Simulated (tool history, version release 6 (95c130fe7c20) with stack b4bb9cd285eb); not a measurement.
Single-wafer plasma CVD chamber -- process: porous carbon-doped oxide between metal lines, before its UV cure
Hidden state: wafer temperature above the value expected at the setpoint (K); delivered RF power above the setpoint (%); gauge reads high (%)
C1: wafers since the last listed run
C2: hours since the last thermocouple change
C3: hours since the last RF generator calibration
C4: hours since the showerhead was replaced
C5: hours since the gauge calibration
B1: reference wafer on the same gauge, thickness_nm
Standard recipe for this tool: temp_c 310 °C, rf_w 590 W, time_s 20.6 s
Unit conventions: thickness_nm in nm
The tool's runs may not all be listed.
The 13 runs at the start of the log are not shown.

{"run": 14, "day": 41.154, "temp_c": 300, "rf_w": 630, "time_s": 22.5, "C1": 4778, "C2": 686.4, "C3": 195.6, "C4": 8008.7, "C5": 2516.4, "B1": 112.107, "thickness_nm": 139.502}
{"run": 15, "day": 42.679, "temp_c": 310, "rf_w": 590, "time_s": 20.6, "C1": 1174, "C2": 723, "C3": 232.2, "C4": 8045.3, "C5": 2553, "B1": 112.028, "thickness_nm": 118.041}
{"run": 16, "day": 43.883, "temp_c": 310, "rf_w": 590, "time_s": 20.6, "C1": 927, "C2": 751.9, "C3": 261.1, "C4": 8074.2, "C5": 2581.9, "B1": 112.053, "thickness_nm": 118.017}
{"run": 17, "day": 46.188, "temp_c": 310, "rf_w": 520, "time_s": 20.6, "C1": 1774, "C2": 807.2, "C3": 316.4, "C4": 8129.5, "C5": 2637.2, "B1": 111.941, "thickness_nm": 111.746}
{"run": 18, "day": 48.454, "temp_c": 310, "rf_w": 590, "time_s": 20.6, "C1": 1745, "C2": 861.6, "C3": 370.8, "C4": 8183.9, "C5": 2691.6, "B1": 112.009, "thickness_nm": 117.848}
{"day": 49.783, "done": "thermocouple changed; heater temperature recalibrated"}
{"run": 19, "day": 49.804, "temp_c": 310, "rf_w": 675, "time_s": 19.4, "C1": 783, "C2": 0.5, "C3": 403.2, "C4": 8216.3, "C5": 2724, "B1": 111.892, "thickness_nm": 119.456}
{"run": 20, "day": 51.371, "temp_c": 310, "rf_w": 590, "time_s": 20.6, "C1": 1206, "C2": 38.1, "C3": 440.8, "C4": 8253.9, "C5": 2761.6, "B1": 111.973, "thickness_nm": 118.196}
{"day": 52.879, "done": "showerhead replaced"}
{"run": 21, "day": 54.154, "temp_c": 299, "rf_w": 590, "time_s": 20.6, "C1": 1887, "C2": 104.9, "C3": 507.6, "C4": 30.6, "C5": 2828.4, "B1": 111.984, "thickness_nm": 124.728}
{"run": 22, "day": 55.829, "temp_c": 310, "rf_w": 590, "time_s": 20.6, "C1": 1290, "C2": 145.1, "C3": 547.8, "C4": 70.8, "C5": 2868.6, "B1": 111.972, "thickness_nm": 117.959}
{"run": 23, "day": 57.304, "temp_c": 310, "rf_w": 590, "time_s": 18.4, "C1": 1136, "C2": 180.5, "C3": 583.2, "C4": 106.2, "C5": 2904, "B1": 111.979, "thickness_nm": 106.114}
{"run": 24, "day": 59.375, "temp_c": 318, "rf_w": 635, "time_s": 23.1, "C1": 1595, "C2": 230.2, "C3": 632.9, "C4": 155.9, "C5": 2953.7, "B1": 112.125, "thickness_nm": 132.015}
{"run": 25, "day": 60.762, "temp_c": 303, "rf_w": 525, "time_s": 20.6, "C1": 1068, "C2": 263.5, "C3": 666.2, "C4": 189.2, "C5": 2987, "B1": 112.005, "thickness_nm": 115.988}
{"run": 26, "day": 63.221, "temp_c": 297, "rf_w": 550, "time_s": 18.6, "C1": 1893, "C2": 322.5, "C3": 725.2, "C4": 248.2, "C5": 3046, "B1": 111.963, "thickness_nm": 110.379}
{"day": 65.512, "done": "gauge calibrated"}
{"run": 27, "day": 67.096, "temp_c": 320, "rf_w": 545, "time_s": 17.7, "C1": 2984, "C2": 415.5, "C3": 818.2, "C4": 341.2, "C5": 38, "B1": 112.002, "thickness_nm": 93.611}
{"run": 28, "day": 68.675, "temp_c": 310, "rf_w": 590, "time_s": 20.6, "C1": 1216, "C2": 453.4, "C3": 856.1, "C4": 379.1, "C5": 75.9, "B1": 112.084, "thickness_nm": 118.184}
{"run": 29, "day": 70.45, "temp_c": 310, "rf_w": 590, "time_s": 20.6, "C1": 1367, "C2": 496, "C3": 898.7, "C4": 421.7, "C5": 118.5, "B1": 111.943, "thickness_nm": 118.344}
{"run": 30, "day": 73.038, "temp_c": 299, "rf_w": 530, "time_s": 18.7, "C1": 1993, "C2": 558.1, "C3": 960.8, "C4": 483.8, "C5": 180.6, "B1": 111.94, "thickness_nm": 108.548}
{"run": 31, "day": 74.658, "temp_c": 310, "rf_w": 590, "time_s": 20.6, "C1": 1248, "C2": 597, "C3": 999.7, "C4": 522.7, "C5": 219.5, "B1": 111.961, "thickness_nm": 117.709}
{"run": 32, "day": 78.858, "temp_c": 310, "rf_w": 590, "time_s": 21.9, "C1": 3235, "C2": 697.8, "C3": 1100.5, "C4": 623.5, "C5": 320.3, "B1": 112.028, "thickness_nm": 125.349}
{"day": 85.904, "done": "thermocouple changed; heater temperature recalibrated"}
{"run": 33, "day": 86.812, "temp_c": 310, "rf_w": 495, "time_s": 20.6, "C1": 5869, "C2": 21.8, "C3": 1291.4, "C4": 814.4, "C5": 511.2, "B1": 111.95, "thickness_nm": 108.735}
{"run": 34, "day": 88.542, "temp_c": 304, "rf_w": 530, "time_s": 19.4, "C1": 1331, "C2": 63.3, "C3": 1332.9, "C4": 855.9, "C5": 552.7, "B1": 112.008, "thickness_nm": 109.851}

Branching from run 34: 4 alternative next runs. What would each branch give?
{"run": "A", "day": 88.558, "temp_c": 310, "rf_w": 665, "time_s": 20.6, "C1": 12, "C2": 63.7, "C3": 1333.3, "C4": 856.3, "C5": 553.1, "B1": "?", "thickness_nm": "?"}
{"run": "B", "day": 88.558, "temp_c": 306, "rf_w": 590, "time_s": 19.1, "C1": 12, "C2": 63.7, "C3": 1333.3, "C4": 856.3, "C5": 553.1, "B1": "?", "thickness_nm": "?"}
{"run": "C", "day": 88.558, "temp_c": 310, "rf_w": 660, "time_s": 20.6, "C1": 12, "C2": 63.7, "C3": 1333.3, "C4": 856.3, "C5": 553.1, "B1": "?", "thickness_nm": "?"}
{"run": "D", "day": 88.558, "temp_c": 317, "rf_w": 560, "time_s": 20.6, "C1": 12, "C2": 63.7, "C3": 1333.3, "C4": 856.3, "C5": 553.1, "B1": "?", "thickness_nm": "?"}

run=A B1=112.011 thickness_nm=124.983
run=B B1=112.011 thickness_nm=111.847
run=C B1=112.011 thickness_nm=124.525
run=D B1=112.011 thickness_nm=111.519
Without the tool's unlogged condition, the same runs would have read:
run=A thickness_nm=124.983
run=B thickness_nm=111.847
run=C thickness_nm=124.525
run=D thickness_nm=111.519
